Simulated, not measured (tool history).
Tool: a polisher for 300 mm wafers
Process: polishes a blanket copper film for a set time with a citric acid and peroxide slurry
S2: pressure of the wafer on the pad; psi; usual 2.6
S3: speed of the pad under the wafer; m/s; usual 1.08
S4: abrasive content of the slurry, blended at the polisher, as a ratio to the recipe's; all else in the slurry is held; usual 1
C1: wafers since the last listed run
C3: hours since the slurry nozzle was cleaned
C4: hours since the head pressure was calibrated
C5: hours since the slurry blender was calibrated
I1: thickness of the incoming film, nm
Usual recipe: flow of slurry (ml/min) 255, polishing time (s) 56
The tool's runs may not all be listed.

{"run": 1, "hour": 0.0, "flow of slurry (ml/min)": 255, "S2": 2.6, "S3": 1.08, "S4": 1, "polishing time (s)": 56, "C1": 0, "wafers polished on this pad": 485, "C3": 400.7, "C4": 516.6, "C5": 98.9, "I1": 1143.4, "film removed (angstrom)": 1205}
{"hour": 1.5, "done": "slurry blender recalibrated"}
{"run": 2, "hour": 7.4, "flow of slurry (ml/min)": 255, "S2": 2.6, "S3": 1.08, "S4": 1, "polishing time (s)": 56, "C1": 42, "wafers polished on this pad": 527, "C3": 408.1, "C4": 524, "C5": 5.9, "I1": 1122.8, "film removed (angstrom)": 1230}
{"run": 3, "hour": 21.7, "flow of slurry (ml/min)": 255, "S2": 2.6, "S3": 1.08, "S4": 1, "polishing time (s)": 56, "C1": 101, "wafers polished on this pad": 629, "C3": 422.4, "C4": 538.3, "C5": 20.2, "I1": 1140.5, "film removed (angstrom)": 1243}
{"run": 4, "hour": 31.2, "flow of slurry (ml/min)": 255, "S2": 2.6, "S3": 1.08, "S4": 1, "polishing time (s)": 56, "C1": 67, "wafers polished on this pad": 697, "C3": 431.9, "C4": 547.8, "C5": 29.7, "I1": 1131.9, "film removed (angstrom)": 1220}
{"run": 5, "hour": 39.9, "flow of slurry (ml/min)": 255, "S2": 2.6, "S3": 1.08, "S4": 1, "polishing time (s)": 56, "C1": 61, "wafers polished on this pad": 759, "C3": 440.6, "C4": 556.5, "C5": 38.4, "I1": 1134.1, "film removed (angstrom)": 1232}
{"run": 6, "hour": 53.7, "flow of slurry (ml/min)": 255, "S2": 2.6, "S3": 1.08, "S4": 1, "polishing time (s)": 56, "C1": 98, "wafers polished on this pad": 857, "C3": 454.4, "C4": 570.3, "C5": 52.2, "I1": 1132.3, "film removed (angstrom)": 1223}
{"run": 7, "hour": 64.9, "flow of slurry (ml/min)": 255, "S2": 2.6, "S3": 1.08, "S4": 1, "polishing time (s)": 56, "C1": 79, "wafers polished on this pad": 937, "C3": 465.6, "C4": 581.5, "C5": 63.4, "I1": 1132.7, "film removed (angstrom)": 1238}
{"run": 8, "hour": 74.2, "flow of slurry (ml/min)": 255, "S2": 2.6, "S3": 1.08, "S4": 1, "polishing time (s)": 56, "C1": 66, "wafers polished on this pad": 1003, "C3": 474.9, "C4": 590.8, "C5": 72.7, "I1": 1128.7, "film removed (angstrom)": 1222}
{"hour": 83.2, "done": "slurry nozzle cleaned"}
{"run": 9, "hour": 83.7, "flow of slurry (ml/min)": 255, "S2": 2.6, "S3": 1.08, "S4": 1, "polishing time (s)": 56, "C1": 60, "wafers polished on this pad": 1064, "C3": 0.5, "C4": 600.3, "C5": 82.2, "I1": 1125.3, "film removed (angstrom)": 1241}
{"run": 10, "hour": 96.8, "flow of slurry (ml/min)": 255, "S2": 2.2, "S3": 1.08, "S4": 1.3, "polishing time (s)": 56, "C1": 93, "wafers polished on this pad": 1157, "C3": 13.6, "C4": 613.4, "C5": 95.3, "I1": 1148, "film removed (angstrom)": 1109}
{"hour": 102.7, "done": "worn pad replaced by a new one"}
{"run": 11, "hour": 105.2, "flow of slurry (ml/min)": 200, "S2": 2.6, "S3": 1.2, "S4": 1, "polishing time (s)": 56, "C1": 31, "wafers polished on this pad": 18, "C3": 22, "C4": 621.8, "C5": 103.7, "I1": 1145.4, "film removed (angstrom)": 1324}
{"hour": 123.7, "done": "slurry blender recalibrated"}
{"run": 12, "hour": 124.2, "flow of slurry (ml/min)": 195, "S2": 3.3, "S3": 0.82, "S4": 1, "polishing time (s)": 56, "C1": 121, "wafers polished on this pad": 139, "C3": 41, "C4": 640.8, "C5": 0.5, "I1": 1146.1, "film removed (angstrom)": 1157}
{"hour": 138.0, "done": "head pressure recalibrated"}
{"run": 13, "hour": 139.7, "flow of slurry (ml/min)": 255, "S2": 2.6, "S3": 1.08, "S4": 1, "polishing time (s)": 56, "C1": 96, "wafers polished on this pad": 235, "C3": 56.5, "C4": 1.7, "C5": 16, "I1": 1132.3, "film removed (angstrom)": 1320}
{"run": 14, "hour": 156.7, "flow of slurry (ml/min)": 325, "S2": 2.6, "S3": 1.28, "S4": 0.85, "polishing time (s)": 75, "C1": 121, "wafers polished on this pad": 356, "C3": 73.5, "C4": 18.7, "C5": 33, "I1": 1132, "film removed (angstrom)": 2047}
{"run": 15, "hour": 174.0, "flow of slurry (ml/min)": 325, "S2": 2.6, "S3": 0.92, "S4": 1, "polishing time (s)": 37, "C1": 123, "wafers polished on this pad": 479, "C3": 90.8, "C4": 36, "C5": 50.3, "I1": 1130.2, "film removed (angstrom)": 774}
{"hour": 183.0, "done": "head pressure recalibrated, repeated, since the last time left the tool worse"}
{"run": 16, "hour": 185.3, "flow of slurry (ml/min)": 200, "S2": 2.6, "S3": 1.2, "S4": 1, "polishing time (s)": 56, "C1": 66, "wafers polished on this pad": 546, "C3": 102.1, "C4": 2.3, "C5": 61.6, "I1": 1141.6, "film removed (angstrom)": 1239}
{"run": 17, "hour": 220.5, "flow of slurry (ml/min)": 255, "S2": 2.6, "S3": 0.72, "S4": 0.8, "polishing time (s)": 40, "C1": 250, "wafers polished on this pad": 796, "C3": 137.3, "C4": 37.5, "C5": 96.8, "I1": 1153.1, "film removed (angstrom)": 529}
{"run": 18, "hour": 236.9, "flow of slurry (ml/min)": 255, "S2": 2.6, "S3": 1.32, "S4": 0.7, "polishing time (s)": 46, "C1": 116, "wafers polished on this pad": 913, "C3": 153.7, "C4": 53.9, "C5": 113.2, "I1": 1124, "film removed (angstrom)": 1072}

Consider 5 possible next runs. They are alternatives, not a sequence: every one starts from the tool as it was left by run 18. What does each give?
{"run": "A", "hour": 237.3, "flow of slurry (ml/min)": 255, "S2": 2.6, "S3": 1.44, "S4": 1, "polishing time (s)": 56, "C1": 2, "wafers polished on this pad": 916, "C3": 154.1, "C4": 54.3, "C5": 113.6, "I1": 1121.1, "film removed (angstrom)": "?"}
{"run": "B", "hour": 237.3, "flow of slurry (ml/min)": 255, "S2": 2.6, "S3": 1.2, "S4": 1.1, "polishing time (s)": 56, "C1": 2, "wafers polished on this pad": 916, "C3": 154.1, "C4": 54.3, "C5": 113.6, "I1": 1121.1, "film removed (angstrom)": "?"}
{"run": "C", "hour": 237.3, "flow of slurry (ml/min)": 305, "S2": 2.9, "S3": 1.08, "S4": 1, "polishing time (s)": 56, "C1": 2, "wafers polished on this pad": 916, "C3": 154.1, "C4": 54.3, "C5": 113.6, "I1": 1121.1, "film removed (angstrom)": "?"}
{"run": "D", "hour": 237.3, "flow of slurry (ml/min)": 255, "S2": 2.6, "S3": 1.28, "S4": 0.9, "polishing time (s)": 56, "C1": 2, "wafers polished on this pad": 916, "C3": 154.1, "C4": 54.3, "C5": 113.6, "I1": 1121.1, "film removed (angstrom)": "?"}
{"run": "E", "hour": 237.3, "flow of slurry (ml/min)": 200, "S2": 2.6, "S3": 1.08, "S4": 1, "polishing time (s)": 56, "C1": 2, "wafers polished on this pad": 916, "C3": 154.1, "C4": 54.3, "C5": 113.6, "I1": 1121.1, "film removed (angstrom)": "?"}

run=A film_removed_(angstrom)=1563
run=B film_removed_(angstrom)=1336
run=C film_removed_(angstrom)=1337
run=D film_removed_(angstrom)=1360
run=E film_removed_(angstrom)=1143
Without the tool's unlogged condition, the same runs would have read:
run=A film_removed_(angstrom)=1563
run=B film_removed_(angstrom)=1336
run=C film_removed_(angstrom)=1337
run=D film_removed_(angstrom)=1360
run=E film_removed_(angstrom)=1142

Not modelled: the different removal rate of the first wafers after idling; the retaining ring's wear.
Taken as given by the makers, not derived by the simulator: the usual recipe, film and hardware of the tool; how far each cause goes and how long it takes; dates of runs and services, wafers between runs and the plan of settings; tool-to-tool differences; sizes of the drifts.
